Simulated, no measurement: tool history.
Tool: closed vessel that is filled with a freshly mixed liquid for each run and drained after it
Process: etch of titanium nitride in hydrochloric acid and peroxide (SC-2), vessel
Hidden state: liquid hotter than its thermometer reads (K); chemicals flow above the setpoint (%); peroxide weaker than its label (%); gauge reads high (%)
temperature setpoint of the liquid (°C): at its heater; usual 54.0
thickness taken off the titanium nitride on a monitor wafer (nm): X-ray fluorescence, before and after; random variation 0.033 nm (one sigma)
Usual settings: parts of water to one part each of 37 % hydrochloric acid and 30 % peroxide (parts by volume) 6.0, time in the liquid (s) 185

run   hour  temperature setpoint of the liquid (°C)  parts of water to one part each of 37 % hydrochloric acid and 30 % peroxide (parts by volume)  time in the liquid (s)  wafers since the last listed run  hours since the thermometer was replaced  hours since the chemicals flow meter was replaced  hours since the drum of peroxide was connected  hours since the gauge calibration  read-back film thickness of the titanium nitride reference wafer, read on the same gauge (nm)  thickness taken off the titanium nitride on a monitor wafer (nm)
  1    0.0                                     54.0                                                                                            6.0                     185                                 0                                    2395.5                                              710.8                                          1198.4                               69.9                                                                                          59.99                                                             11.91
  2   11.4                                     54.0                                                                                            6.0                     185                              1317                                    2406.9                                              722.2                                          1209.8                               81.3                                                                                          60.02                                                             11.89
  3   18.9                                     54.0                                                                                            6.0                     185                               866                                    2414.4                                              729.7                                          1217.3                               88.8                                                                                          60.01                                                             11.83
  4   36.6                                     54.0                                                                                            6.0                     185                              2045                                    2432.1                                              747.4                                          1235.0                              106.5                                                                                          59.99                                                             11.95
      52.1  -- chemicals flow meter replaced
      52.7  -- thermometer replaced
  5   54.3                                     54.0                                                                                            6.0                     120                              1858                                       1.6                                                2.2                                          1252.7                              124.2                                                                                          60.00                                                              8.47
      63.7  -- new drum of peroxide connected
  6   64.2                                     54.0                                                                                            6.0                     120                              1028                                      11.5                                               12.1                                             0.5                              134.1                                                                                          59.98                                                              8.43
      73.5  -- thermometer replaced, repeated, since the last time left the tool worse
  7   77.4                                     54.0                                                                                            6.0                     185                              1409                                       3.9                                               25.3                                            13.7                              147.3                                                                                          59.99                                                             10.70
  8   91.0                                     54.0                                                                                            6.0                      80                              1571                                      17.5                                               38.9                                            27.3                              160.9                                                                                          60.02                                                              4.60
      99.7  -- gauge calibrated
  9  106.4                                     54.0                                                                                            6.0                     185                              1779                                      32.9                                               54.3                                            42.7                                6.7                                                                                          60.01                                                             10.69
 10  113.0                                     60.0                                                                                            4.5                     185                               762                                      39.5                                               60.9                                            49.3                               13.3                                                                                          60.02                                                             19.27
 11  127.1                                     49.0                                                                                            6.0                     185                              1629                                      53.6                                               75.0                                            63.4                               27.4                                                                                          59.97                                                              7.69
 12  138.5                                     60.0                                                                                            6.0                     185                              1317                                      65.0                                               86.4                                            74.8                               38.8                                                                                          59.99                                                             15.58
 13  151.1                                     54.0                                                                                            6.0                     185                              1456                                      77.6                                               99.0                                            87.4                               51.4                                                                                          59.98                                                             10.71
 14  161.0                                     58.5                                                                                            6.0                     100                              1144                                      87.5                                              108.9                                            97.3                               61.3                                                                                          59.98                                                              7.71

5 ways to go on from here, each from the tool as it stands after run 14. What would each give?
  A  161.7                                     54.0                                                                                            6.0                     185                                80                                      88.2                                              109.6                                            98.0                               62.0                                                                                              ?                                                                 ?
  B  161.7                                     60.5                                                                                            6.0                     185                                80                                      88.2                                              109.6                                            98.0                               62.0                                                                                              ?                                                                 ?
  C  161.7                                     54.0                                                                                            7.5                     185                                80                                      88.2                                              109.6                                            98.0                               62.0                                                                                              ?                                                                 ?
  D  161.7                                     63.5                                                                                            8.0                     185                                80                                      88.2                                              109.6                                            98.0                               62.0                                                                                              ?                                                                 ?
  E  161.7                                     48.0                                                                                            6.0                     140                                80                                      88.2                                              109.6                                            98.0                               62.0                                                                                              ?                                                                 ?

run  read-back film thickness of the titanium nitride reference wafer, read on the same gauge (nm)  thickness taken off the titanium nitride on a monitor wafer (nm)
  A                                                                                          59.98                                                             10.71
  B                                                                                          59.98                                                             16.20
  C                                                                                          59.98                                                              9.02
  D                                                                                          59.98                                                             15.61
  E                                                                                          59.98                                                              5.45
Without the tool's hidden state the same runs would have given:
run  thickness taken off the titanium nitride on a monitor wafer (nm)
  A                                                             10.58
  B                                                             16.01
  C                                                              8.91
  D                                                             15.43
  E                                                              5.38
